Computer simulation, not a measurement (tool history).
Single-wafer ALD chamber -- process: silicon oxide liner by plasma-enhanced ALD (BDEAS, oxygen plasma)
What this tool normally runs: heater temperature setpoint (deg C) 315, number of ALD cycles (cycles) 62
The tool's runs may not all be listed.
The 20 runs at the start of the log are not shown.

| run | hour | heater temperature setpoint (deg C) | number of ALD cycles (cycles) | read-back reference wafer on the same gauge, thickness_nm | mean film thickness on the monitor wafer (Å) |
|---|---|---|---|---|---|
|  | 1244.5 | gauge calibrated |
| 21 | 1290 | 322 | 73 | 4.881 | 65.63 |
| 22 | 1345 | 308 | 67 | 4.855 | 62.25 |
| 23 | 1383.8 | 310 | 72 | 4.876 | 66.56 |
| 24 | 1442.8 | 315 | 62 | 4.873 | 56.34 |
| 25 | 1501.2 | 330 | 66 | 4.868 | 58.7 |
| 26 | 1547.2 | 304 | 55 | 4.854 | 51.02 |
| 27 | 1606.7 | 321 | 71 | 4.866 | 64.39 |
| 28 | 1689.4 | 315 | 62 | 4.876 | 56.65 |
|  | 1714.2 | thermocouple changed; heater temperature recalibrated |
| 29 | 1762.6 | 301 | 73 | 4.861 | 67.81 |
| 30 | 1979.7 | 309 | 56 | 4.875 | 51.74 |
| 31 | 2062.9 | 300 | 62 | 4.869 | 57.79 |
| 32 | 2168.7 | 315 | 72 | 4.874 | 64.92 |
| 33 | 2240.1 | 315 | 62 | 4.858 | 56.52 |

Below are 3 alternative next runs, each starting from the tool's condition after run 33. Predict each:
| A | 2240.6 | 315 | 62 | ? | ? |
| B | 2240.6 | 306 | 68 | ? | ? |
| C | 2240.6 | 307 | 70 | ? | ? |

| run | read-back reference wafer on the same gauge, thickness_nm | mean film thickness on the monitor wafer (Å) |
|---|---|---|
| A | 4.877 | 56.58 |
| B | 4.877 | 62.83 |
| C | 4.877 | 64.59 |
What these runs would have given with no unlogged condition in the tool:
| run | mean film thickness on the monitor wafer (Å) |
|---|---|
| A | 56.58 |
| B | 62.83 |
| C | 64.59 |
